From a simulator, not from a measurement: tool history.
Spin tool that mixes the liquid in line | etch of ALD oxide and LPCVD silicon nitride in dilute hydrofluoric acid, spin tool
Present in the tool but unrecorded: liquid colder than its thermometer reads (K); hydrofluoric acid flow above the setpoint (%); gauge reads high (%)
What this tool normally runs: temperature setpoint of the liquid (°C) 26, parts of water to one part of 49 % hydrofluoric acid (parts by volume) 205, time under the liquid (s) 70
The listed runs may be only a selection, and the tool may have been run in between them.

run,hour,temperature setpoint of the liquid (°C),parts of water to one part of 49 % hydrofluoric acid (parts by volume),time under the liquid (s),wafers since the last listed run,hours since the thermometer was replaced,hours since the hydrofluoric acid flow meter was replaced,hours since the gauge calibration,"read-back film thickness of the ALD oxide reference wafer, read on the same gauge (nm)",thickness taken off the ALD oxide on a monitor wafer (angstrom)
1,0,26,275,95,0,906.6,455.6,209.4,120.83,90.6
2,13.5,26,275,95,183,920.1,469.1,222.9,120.93,90.5
# hour 44.4: gauge calibrated
3,46.2,26,275,95,444,952.8,501.8,1.8,120.1,89.7
4,80,26,205,70,459,986.6,535.6,35.6,120.17,95.5
5,109.7,26,205,70,403,1016.3,565.3,65.3,120.23,95.7
6,137.4,26,205,70,376,1044,593,93,120.23,95.7
7,163.5,26,205,70,354,1070.1,619.1,119.1,120.37,96.2
8,195.3,26,205,70,432,1101.9,650.9,150.9,120.52,96.1
9,230.2,29,205,40,474,1136.8,685.8,185.8,120.79,61.1
# hour 248.2: thermometer replaced
10,264.7,22.5,205,45,455,16.5,720.3,220.3,121.05,54.7
11,288.4,30,150,40,322,40.2,744,244,121.25,93.5
# hour 304.7: hydrofluoric acid flow meter replaced
12,305.2,23,245,45,214,57,0.5,260.8,121.4,44.8
# hour 319.2: gauge calibrated
13,319.4,27.5,285,55,193,71.2,14.7,0.2,119.95,52.3
14,342,23,205,80,307,93.8,37.3,22.8,120.05,97.8
15,356.1,26,205,80,191,107.9,51.4,36.9,120.02,109.5
16,384.3,26,265,105,383,136.1,79.6,65.1,120.11,104.4
17,397.9,26,205,70,184,149.7,93.2,78.7,120.15,96
18,410.6,24.5,275,35,172,162.4,105.9,91.4,120.23,31.5

Forecast each of these 3 alternatives for the next run:
A,411,26,175,70,5,162.8,106.3,91.8,?,?
B,411,26,170,55,5,162.8,106.3,91.8,?,?
C,411,26,250,80,5,162.8,106.3,91.8,?,?

run,"read-back film thickness of the ALD oxide reference wafer, read on the same gauge (nm)",thickness taken off the ALD oxide on a monitor wafer (angstrom)
A,120.18,115.9
B,120.18,94.3
C,120.18,85.3
With the hidden condition removed and each run's random variation left untouched, the same runs would have given:
run,thickness taken off the ALD oxide on a monitor wafer (angstrom)
A,115.7
B,94.1
C,85.2

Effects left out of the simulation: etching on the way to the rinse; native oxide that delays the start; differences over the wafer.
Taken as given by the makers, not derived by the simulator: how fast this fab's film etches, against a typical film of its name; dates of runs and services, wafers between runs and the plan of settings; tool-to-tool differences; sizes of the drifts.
